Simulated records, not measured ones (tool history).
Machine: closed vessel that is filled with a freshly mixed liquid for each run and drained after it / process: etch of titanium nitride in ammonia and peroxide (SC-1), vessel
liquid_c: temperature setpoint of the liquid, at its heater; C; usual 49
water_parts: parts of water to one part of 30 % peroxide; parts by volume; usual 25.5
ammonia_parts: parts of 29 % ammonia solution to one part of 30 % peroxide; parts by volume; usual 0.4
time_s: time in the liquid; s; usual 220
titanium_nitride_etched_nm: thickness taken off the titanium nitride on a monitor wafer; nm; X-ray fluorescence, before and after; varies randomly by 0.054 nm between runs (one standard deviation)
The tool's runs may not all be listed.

run   hour  liquid_c  water_parts  ammonia_parts  time_s  wafers since the last listed run  hours since the thermometer was replaced  hours since the ammonia flow meter was replaced  hours since the drum of ammonia solution was connected  hours since the gauge calibration  read-back film thickness of the titanium nitride reference wafer, read on the same gauge (nm)  titanium_nitride_etched_nm
  1      0        49         25.5            0.4     220                                 0                                     603.8                                            500.1                                                   666.6                              526.5                                                                                          99.93                       12.28
         7  -- thermometer replaced
       8.2  -- ammonia flow meter replaced
  2     13        49         15.5            0.4     220                              1229                                         6                                              4.8                                                   679.6                              539.5                                                                                          99.97                       16.77
  3   27.4        49         15.5            0.4     220                              1609                                      20.4                                             19.2                                                     694                              553.9                                                                                            100                       16.54
  4     54        49         25.5            0.4     220                              2973                                        47                                             45.8                                                   720.6                              580.5                                                                                         100.01                       12.63
  5   70.6        49         25.5            0.4     220                              1855                                      63.6                                             62.4                                                   737.2                              597.1                                                                                            100                       12.62
  6   87.1        49         25.5            0.4     220                              1844                                      80.1                                             78.9                                                   753.7                              613.6                                                                                            100                        12.5
  7  111.7        49         25.5            0.4     220                              2750                                     104.7                                            103.5                                                   778.3                              638.2                                                                                         100.03                       12.63
  8  125.6        49         25.5            0.4     220                              1554                                     118.6                                            117.4                                                   792.2                              652.1                                                                                            100                       12.46
  9    142        49         25.5            0.4     220                              1833                                       135                                            133.8                                                   808.6                              668.5                                                                                         100.02                       12.53
     156.8  -- new drum of ammonia solution connected
 10  167.1        40         35.5            0.4     345                              2694                                     160.1                                            158.9                                                    10.3                              693.6                                                                                          99.98                        8.46
     190.1  -- gauge calibrated
 11  192.9        49         25.5            0.4     220                              2884                                     185.9                                            184.7                                                    36.1                                2.8                                                                                         100.02                       12.46
 12  207.1        49           17           0.35     220                              1587                                     200.1                                            198.9                                                    50.3                                 17                                                                                         100.03                       15.34
 13  238.8        57         25.5            0.4     100                              3544                                     231.8                                            230.6                                                      82                               48.7                                                                                         100.01                        9.75
 14  271.8        49         25.5            0.4     220                              3689                                     264.8                                            263.6                                                     115                               81.7                                                                                         100.02                       12.43
 15  306.8        44           14            0.4     220                              3912                                     299.8                                            298.6                                                     150                              116.7                                                                                         100.03                       12.13
 16  337.6        41         25.5            0.4     165                              3443                                     330.6                                            329.4                                                   180.8                              147.5                                                                                          99.97                        5.24
 17  356.6        49         25.5            0.4     285                              2124                                     349.6                                            348.4                                                   199.8                              166.5                                                                                          99.96                       16.01
 18  380.1      52.5         25.5           0.35     300                              2627                                     373.1                                            371.9                                                   223.3                                190                                                                                          99.93                       21.06
 19  408.9      52.5         25.5           0.35     300                              3219                                     401.9                                            400.7                                                   252.1                              218.8                                                                                         100.03                       20.76
     426.5  -- ammonia flow meter replaced
 20    434        49         25.5            0.4     220                              2694                                       427                                              7.5                                                   277.2                              243.9                                                                                         100.01                       12.23
 21  459.3        49         25.5            0.5     220                              2828                                     452.3                                             32.8                                                   302.5                              269.2                                                                                          99.99                       12.73
 22  485.9        45         25.5            0.4     145                              2973                                     478.9                                             59.4                                                   329.1                              295.8                                                                                            100                        6.08
 23  502.8        49         25.5            0.4     220                              1889                                     495.8                                             76.3                                                     346                              312.7                                                                                          99.99                       12.22
 24  529.3        49           22            0.5     300                              2962                                     522.3                                            102.8                                                   372.5                              339.2                                                                                            100                       18.88
 25  561.3        53         25.5            0.4     310                              3577                                     554.3                                            134.8                                                   404.5                              371.2                                                                                            100                       22.79
 26  581.3        49         32.5           0.55     220                              2235                                     574.3                                            154.8                                                   424.5                              391.2                                                                                         100.04                       11.26
 27  628.2        49         25.5            0.4     220                              5243                                     621.2                                            201.7                                                   471.4                              438.1                                                                                            100                       12.26
 28  656.4        49         25.5            0.4     220                              3152                                     649.4                                            229.9                                                   499.6                              466.3                                                                                          99.98                       12.17

List, for all runs, the conditions of the tool that the log does not record:
ammonia flow below the setpoint (%): 0, the same for each run
ammonia solution weaker than its label (%): 0, the same for each run
gauge reads high (%): 0, the same for each run
H1: liquid colder than its thermometer reads (K)
run       H1
  1    0.521
  2  0.00555
  3   0.0177
  4   0.0402
  5   0.0542
  6   0.0682
  7    0.089
  8    0.101
  9    0.115
 10    0.136
 11    0.158
 12     0.17
 13    0.196
 14    0.224
 15    0.254
 16     0.28
 17    0.296
 18    0.316
 19     0.34
 20    0.361
 21    0.383
 22    0.405
 23     0.42
 24    0.442
 25    0.469
 26    0.486
 27    0.526
 28    0.549

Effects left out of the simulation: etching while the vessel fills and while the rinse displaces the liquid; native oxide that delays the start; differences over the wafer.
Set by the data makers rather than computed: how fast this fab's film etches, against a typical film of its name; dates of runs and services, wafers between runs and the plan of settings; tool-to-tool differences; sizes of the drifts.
